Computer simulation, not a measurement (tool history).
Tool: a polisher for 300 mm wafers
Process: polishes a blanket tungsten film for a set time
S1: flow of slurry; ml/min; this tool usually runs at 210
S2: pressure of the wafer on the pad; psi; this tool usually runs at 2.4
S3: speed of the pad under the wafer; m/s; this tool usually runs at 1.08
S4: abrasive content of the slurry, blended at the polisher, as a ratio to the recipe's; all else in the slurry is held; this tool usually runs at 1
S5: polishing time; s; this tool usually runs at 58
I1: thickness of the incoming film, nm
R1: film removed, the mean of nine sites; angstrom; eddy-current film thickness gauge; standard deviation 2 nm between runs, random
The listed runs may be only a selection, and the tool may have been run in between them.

| run | hour | S1 | S2 | S3 | S4 | S5 | I1 | R1 |
|---|---|---|---|---|---|---|---|---|
| 1 | 0 | 210 | 2.4 | 1.08 | 1 | 58 | 890.7 | 1980 |
|  | 30.4 | slurry tank refilled with fresh slurry and peroxide |
|  | 30.7 | worn pad replaced by a new one |
| 2 | 56.3 | 210 | 2.4 | 1.08 | 1 | 58 | 887.8 | 1961 |
|  | 62.9 | slurry blender recalibrated |
| 3 | 149.2 | 210 | 2.4 | 1.08 | 1 | 58 | 873.1 | 2004 |
|  | 196.8 | worn pad replaced by a new one |
| 4 | 210.9 | 210 | 2.4 | 0.86 | 1.15 | 58 | 891.8 | 1632 |
|  | 216.2 | slurry tank refilled with fresh slurry and peroxide |
|  | 261.2 | slurry blender recalibrated |
| 5 | 316.2 | 210 | 2.4 | 0.86 | 1.15 | 58 | 901.2 | 1637 |
|  | 338.6 | head pressure recalibrated |
|  | 349.5 | slurry nozzle cleaned |
|  | 382.4 | worn pad replaced by a new one |
| 6 | 390.5 | 210 | 2.4 | 0.86 | 1.15 | 58 | 899.2 | 1662 |
|  | 414.8 | slurry tank refilled with fresh slurry and peroxide |
|  | 429.3 | slurry blender recalibrated |
| 7 | 481.4 | 210 | 2.6 | 1.08 | 1.2 | 58 | 889.1 | 2282 |
| 8 | 527.1 | 210 | 2.4 | 1.08 | 1 | 58 | 885 | 1982 |
|  | 541.1 | worn pad replaced by a new one |
|  | 573 | slurry tank refilled with fresh slurry and peroxide |
| 9 | 581 | 165 | 2.1 | 1.08 | 1 | 58 | 880.3 | 1733 |
|  | 613.4 | slurry blender recalibrated |
|  | 661.4 | slurry nozzle cleaned |
| 10 | 661.9 | 210 | 2.4 | 0.98 | 1 | 65 | 882.1 | 2041 |
|  | 721.8 | worn pad replaced by a new one |
| 11 | 722.3 | 285 | 2.8 | 1.44 | 1 | 45 | 886.4 | 2434 |
|  | 741.8 | slurry tank refilled with fresh slurry and peroxide |
|  | 793.5 | slurry blender recalibrated |
| 12 | 794.2 | 185 | 2.4 | 1.08 | 0.75 | 58 | 886.2 | 1865 |
|  | 848.1 | head pressure recalibrated |
| 13 | 878.9 | 210 | 2.4 | 1.08 | 1 | 58 | 906.8 | 1983 |
|  | 910.9 | worn pad replaced by a new one |
| 14 | 916.1 | 270 | 2.4 | 1.44 | 1 | 65 | 884.8 | 3080 |

For each run, what was the tool's unlogged condition?
removal rate lost through wear of the pad, %: 0, the same for each run
slurry flow missing at the pad, %: 0, the same for each run
deviation of the head's pressure from its setpoint, %: 0, the same for each run
abrasive missing from the slurry, %: 0, the same for each run
peroxide lost from the slurry, %: 0, the same for each run

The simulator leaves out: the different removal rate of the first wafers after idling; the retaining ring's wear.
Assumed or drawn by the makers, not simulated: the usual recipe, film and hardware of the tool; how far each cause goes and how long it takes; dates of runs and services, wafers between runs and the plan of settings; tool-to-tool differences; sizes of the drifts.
